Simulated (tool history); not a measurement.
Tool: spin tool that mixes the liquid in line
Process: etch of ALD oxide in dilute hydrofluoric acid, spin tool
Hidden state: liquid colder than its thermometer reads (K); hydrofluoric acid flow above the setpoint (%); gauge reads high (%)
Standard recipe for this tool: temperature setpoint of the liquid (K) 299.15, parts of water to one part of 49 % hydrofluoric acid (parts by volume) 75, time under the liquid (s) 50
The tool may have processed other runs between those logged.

run   hour  temperature setpoint of the liquid (K)  parts of water to one part of 49 % hydrofluoric acid (parts by volume)  time under the liquid (s)  wafers since the last listed run  hours since the thermometer was replaced  hours since the hydrofluoric acid flow meter was replaced  hours since the gauge calibration  read-back film thickness of the ALD oxide reference wafer, read on the same gauge (nm)  thickness taken off the ALD oxide on a monitor wafer (angstrom)
  1      0                                  299.15                                                                      75                         50                                 0                                    1584.9                                                     1770.2                              295.6                                                                                   69.99                                                            186.3
  2     15                                  299.15                                                                      75                         50                               110                                    1599.9                                                     1785.2                              310.6                                                                                      70                                                            185.4
  3   31.6                                  299.15                                                                      75                         50                               122                                    1616.5                                                     1801.8                              327.2                                                                                      70                                                            185.5
  4   42.2                                  299.15                                                                      75                         50                                78                                    1627.1                                                     1812.4                              337.8                                                                                   69.99                                                            185.9
  5   59.6                                  299.15                                                                      75                         50                               128                                    1644.5                                                     1829.8                              355.2                                                                                   70.02                                                            185.8
  6     70                                  299.15                                                                      75                         65                                76                                    1654.9                                                     1840.2                              365.6                                                                                   69.98                                                            242.7
  7     83                                  299.15                                                                      75                         65                                95                                    1667.9                                                     1853.2                              378.6                                                                                   70.01                                                            243.1
  8   95.4                                  299.15                                                                      75                         65                                91                                    1680.3                                                     1865.6                                391                                                                                   69.99                                                            241.6
     107.9  -- hydrofluoric acid flow meter replaced
  9  113.2                                  299.15                                                                      75                         50                               123                                    1698.1                                                        5.3                              408.8                                                                                      70                                                            170.2
 10  129.2                                  299.15                                                                      75                         50                               118                                    1714.1                                                       21.3                              424.8                                                                                   69.99                                                            168.9
 11  145.3                                  295.65                                                                      75                         50                               118                                    1730.2                                                       37.4                              440.9                                                                                   69.99                                                            147.9
 12  156.7                                  299.15                                                                      75                         30                                84                                    1741.6                                                       48.8                              452.3                                                                                   70.03                                                              102
 13  164.7                                  299.15                                                                      75                         30                                59                                    1749.6                                                       56.8                              460.3                                                                                      70                                                            102.2
 14  175.1                                  299.15                                                                      75                         50                                76                                      1760                                                       67.2                              470.7                                                                                   69.99                                                            170.1
 15    188                                  299.15                                                                      75                         50                                95                                    1772.9                                                       80.1                              483.6                                                                                      70                                                            170.1
     192.7  -- thermometer replaced
 16    197                                  299.15                                                                      75                         50                                59                                       4.3                                                       89.1                              492.6                                                                                      70                                                            184.8
 17    203                                  296.65                                                                      55                         50                                44                                      10.3                                                       95.1                              498.6                                                                                   70.03                                                            234.5
 18  219.8                                  299.15                                                                      75                         50                               123                                      27.1                                                      111.9                              515.4                                                                                      70                                                            185.9
 19    233                                  299.15                                                                      50                         40                                97                                      40.3                                                      125.1                              528.6                                                                                   70.01                                                            230.2
 20  247.2                                  299.15                                                                      45                         35                               104                                      54.5                                                      139.3                              542.8                                                                                      70                                                            224.1
 21  262.8                                  294.65                                                                      75                         60                               115                                      70.1                                                      154.9                              558.4                                                                                   70.01                                                            184.4
 22  275.2                                  299.15                                                                      75                         50                                91                                      82.5                                                      167.3                              570.8                                                                                   70.01                                                            184.2
 23    289                                  299.15                                                                      85                         30                               101                                      96.3                                                      181.1                              584.6                                                                                   69.98                                                             96.6
 24  305.5                                  297.65                                                                      75                         35                               121                                     112.8                                                      197.6                              601.1                                                                                      70                                                            121.7
 25  312.1                                  299.15                                                                     110                         50                                48                                     119.4                                                      204.2                              607.7                                                                                   70.03                                                            121.2
 26  321.6                                  299.15                                                                     100                         50                                70                                     128.9                                                      213.7                              617.2                                                                                      70                                                            134.9
 27  337.3                                  299.15                                                                      75                         75                               115                                     144.6                                                      229.4                              632.9                                                                                   69.99                                                            277.1
     339.5  -- gauge calibrated
 28  343.4                                  299.15                                                                      75                         50                                45                                     150.7                                                      235.5                                3.9                                                                                      70                                                            184.5
 29  358.1                                  299.15                                                                      75                         50                               108                                     165.4                                                      250.2                               18.6                                                                                   69.99                                                              184
 30  369.3                                  295.65                                                                      40                         70                                82                                     176.6                                                      261.4                               29.8                                                                                      70                                                            439.3
 31  385.1                                  299.15                                                                      75                         50                               116                                     192.4                                                      277.2                               45.6                                                                                   69.99                                                            184.6
 32  397.2                                  299.15                                                                      90                         50                                89                                     204.5                                                      289.3                               57.7                                                                                   70.01                                                            151.3
 33  419.5                                  299.15                                                                      75                         65                               164                                     226.8                                                      311.6                                 80                                                                                      70                                                            240.8
 34  431.8                                  299.15                                                                      95                         35                                90                                     239.1                                                      323.9                               92.3                                                                                      70                                                              100
 35    439                                  299.15                                                                      75                         60                                53                                     246.3                                                      331.1                               99.5                                                                                   69.99                                                            221.5
 36  455.7                                  303.65                                                                      65                         50                               123                                       263                                                      347.8                              116.2                                                                                   69.99                                                            258.4

Pick out some run-to-run changes in thickness taken off the ALD oxide on a monitor wafer (angstrom). Of each, how much would a tool without hidden state show as well, from the settings, what came in and chance, and how much is left for the hidden state and any gauge scatter not in both results compared?
Run 8 -> 9: time under the liquid (s) 65 -> 50, hydrofluoric acid flow meter replaced. thickness taken off the ALD oxide on a monitor wafer (angstrom) -71.4: hidden state -16.9, all else -54.5.
Run 13 -> 14: time under the liquid (s) 30 -> 50. thickness taken off the ALD oxide on a monitor wafer (angstrom) +67.9: hidden state -5.1, all else +73.
Run 15 -> 16: thermometer replaced. thickness taken off the ALD oxide on a monitor wafer (angstrom) +14.7: hidden state +14.1, all else +0.6.
Run 26 -> 27: parts of water to one part of 49 % hydrofluoric acid (parts by volume) 100 -> 75, time under the liquid (s) 50 -> 75. thickness taken off the ALD oxide on a monitor wafer (angstrom) +142.2: hidden state +1, all else +141.2.
Run 29 -> 30: temperature setpoint of the liquid (K) 299.15 -> 295.65, parts of water to one part of 49 % hydrofluoric acid (parts by volume) 75 -> 40, time under the liquid (s) 50 -> 70. thickness taken off the ALD oxide on a monitor wafer (angstrom) +255.3: hidden state +1.2, all else +254.1.
Run 30 -> 31: temperature setpoint of the liquid (K) 295.65 -> 299.15, parts of water to one part of 49 % hydrofluoric acid (parts by volume) 40 -> 75, time under the liquid (s) 70 -> 50. thickness taken off the ALD oxide on a monitor wafer (angstrom) -254.7: hidden state -1.1, all else -253.6.
